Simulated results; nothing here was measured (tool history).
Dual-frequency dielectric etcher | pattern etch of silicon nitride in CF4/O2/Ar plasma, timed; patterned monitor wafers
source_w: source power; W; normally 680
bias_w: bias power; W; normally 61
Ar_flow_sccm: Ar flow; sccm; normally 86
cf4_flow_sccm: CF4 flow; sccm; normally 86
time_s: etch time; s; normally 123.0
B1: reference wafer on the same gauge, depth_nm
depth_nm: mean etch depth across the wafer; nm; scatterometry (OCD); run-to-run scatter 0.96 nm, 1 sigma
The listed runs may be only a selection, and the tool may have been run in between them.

run 1 day=0.000 | source_w=750 bias_w=61 Ar_flow_sccm=86 cf4_flow_sccm=92 time_s=123.0 | B1=289.8 | depth_nm=343.5
run 2 day=1.188 | source_w=750 bias_w=61 Ar_flow_sccm=86 cf4_flow_sccm=92 time_s=123.0 | B1=290.2 | depth_nm=344.8
run 3 day=2.538 | source_w=680 bias_w=61 Ar_flow_sccm=86 cf4_flow_sccm=86 time_s=123.0 | B1=290.1 | depth_nm=308.3
run 4 day=3.458 | source_w=680 bias_w=61 Ar_flow_sccm=86 cf4_flow_sccm=86 time_s=123.0 | B1=290.0 | depth_nm=309.0
run 5 day=4.079 | source_w=780 bias_w=61 Ar_flow_sccm=71 cf4_flow_sccm=86 time_s=123.0 | B1=290.0 | depth_nm=360.8
run 6 day=5.417 | source_w=630 bias_w=61 Ar_flow_sccm=86 cf4_flow_sccm=95 time_s=123.0 | B1=290.1 | depth_nm=290.8
-- day=5.938 source power generator calibrated
-- day=6.158 CF4 flow controller replaced
-- day=6.192 gauge calibrated
run 7 day=6.733 | source_w=800 bias_w=51 Ar_flow_sccm=68 cf4_flow_sccm=78 time_s=123.0 | B1=290.0 | depth_nm=365.0
run 8 day=7.767 | source_w=680 bias_w=71 Ar_flow_sccm=98 cf4_flow_sccm=93 time_s=109.5 | B1=290.1 | depth_nm=309.0
run 9 day=8.579 | source_w=680 bias_w=61 Ar_flow_sccm=86 cf4_flow_sccm=86 time_s=123.0 | B1=289.8 | depth_nm=329.1
-- day=8.925 Ar flow controller replaced
run 10 day=9.738 | source_w=680 bias_w=61 Ar_flow_sccm=86 cf4_flow_sccm=86 time_s=123.0 | B1=290.2 | depth_nm=329.3
-- day=11.796 upper electrode replaced
run 11 day=11.817 | source_w=780 bias_w=61 Ar_flow_sccm=97 cf4_flow_sccm=98 time_s=92.5 | B1=290.0 | depth_nm=288.6

What does the tool deliver on the next run?
run 12 day=11.996 | source_w=680 bias_w=61 Ar_flow_sccm=86 cf4_flow_sccm=75 time_s=98.0 | B1=? | depth_nm=?

Run 12 measured B1 289.9, depth_nm 258.9 nm.
Were there no unlogged condition in the tool, this run, its random variation unchanged, would have produced depth_nm 254.1 nm.

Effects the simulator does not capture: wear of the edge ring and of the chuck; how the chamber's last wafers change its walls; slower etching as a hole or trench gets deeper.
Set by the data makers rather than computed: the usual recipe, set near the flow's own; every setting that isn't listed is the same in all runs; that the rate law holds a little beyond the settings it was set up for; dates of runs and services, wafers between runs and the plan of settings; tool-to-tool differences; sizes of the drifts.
